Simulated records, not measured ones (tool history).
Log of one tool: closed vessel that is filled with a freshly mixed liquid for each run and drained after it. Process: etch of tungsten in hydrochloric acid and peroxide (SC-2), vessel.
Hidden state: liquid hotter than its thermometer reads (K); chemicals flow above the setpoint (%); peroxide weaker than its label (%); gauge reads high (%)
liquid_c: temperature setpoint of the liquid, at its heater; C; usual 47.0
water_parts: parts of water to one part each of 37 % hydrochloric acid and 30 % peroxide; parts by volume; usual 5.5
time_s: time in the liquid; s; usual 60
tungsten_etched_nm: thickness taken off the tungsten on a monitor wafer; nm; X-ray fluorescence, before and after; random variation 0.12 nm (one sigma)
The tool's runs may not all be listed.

run,hour,liquid_c,water_parts,time_s,wafers since the last listed run,hours since the thermometer was replaced,hours since the chemicals flow meter was replaced,hours since the drum of peroxide was connected,hours since the gauge calibration,"read-back film thickness of the tungsten reference wafer, read on the same gauge (nm)",tungsten_etched_nm
1,0.0,47.0,5.5,60,0,2108.3,1294.5,197.4,8.9,90.00,14.32
2,23.1,47.0,5.5,60,2207,2131.4,1317.6,220.5,32.0,89.99,14.24
3,50.9,47.0,5.5,60,2656,2159.2,1345.4,248.3,59.8,90.00,14.30
4,65.5,47.0,5.5,60,1395,2173.8,1360.0,262.9,74.4,89.99,14.18
5,87.1,47.0,5.5,60,2063,2195.4,1381.6,284.5,96.0,90.01,14.21
6,111.0,47.0,5.5,60,2283,2219.3,1405.5,308.4,119.9,90.00,14.16
# hour 158.0: chemicals flow meter replaced
7,199.6,42.0,5.5,60,8370,2307.9,41.6,397.0,208.5,90.00,9.80
# hour 219.1: gauge calibrated
8,229.6,42.0,5.5,60,2866,2337.9,71.6,427.0,10.5,90.01,9.77
9,247.5,41.5,5.5,85,1710,2355.8,89.5,444.9,28.4,89.97,13.43
# hour 257.2: thermometer replaced
10,265.4,39.5,7.0,60,1614,8.2,107.4,462.8,46.3,89.99,6.86
11,293.4,47.0,5.5,60,2675,36.2,135.4,490.8,74.3,90.00,13.84
# hour 294.7: new drum of peroxide connected
12,312.6,50.0,4.5,75,1739,55.4,154.6,17.9,93.5,90.01,25.98
13,328.4,38.0,6.5,70,1509,71.2,170.4,33.7,109.3,90.01,8.08
14,354.4,47.0,5.5,60,2484,97.2,196.4,59.7,135.3,90.01,14.56
15,381.9,47.0,5.5,80,2627,124.7,223.9,87.2,162.8,90.01,19.26
16,415.7,44.5,5.5,40,3229,158.5,257.7,121.0,196.6,90.01,8.01

Forecast each of these 4 alternatives for the next run:
A,416.4,38.5,5.5,60,66,159.2,258.4,121.7,197.3,?,?
B,416.4,47.0,6.5,45,66,159.2,258.4,121.7,197.3,?,?
C,416.4,47.0,8.5,75,66,159.2,258.4,121.7,197.3,?,?
D,416.4,47.0,4.0,60,66,159.2,258.4,121.7,197.3,?,?

run,"read-back film thickness of the tungsten reference wafer, read on the same gauge (nm)",tungsten_etched_nm
A,90.00,7.96
B,90.00,9.53
C,90.00,12.85
D,90.00,18.03
Without the tool's hidden state the same runs would have given:
run,tungsten_etched_nm
A,8.18
B,9.79
C,13.21
D,18.50
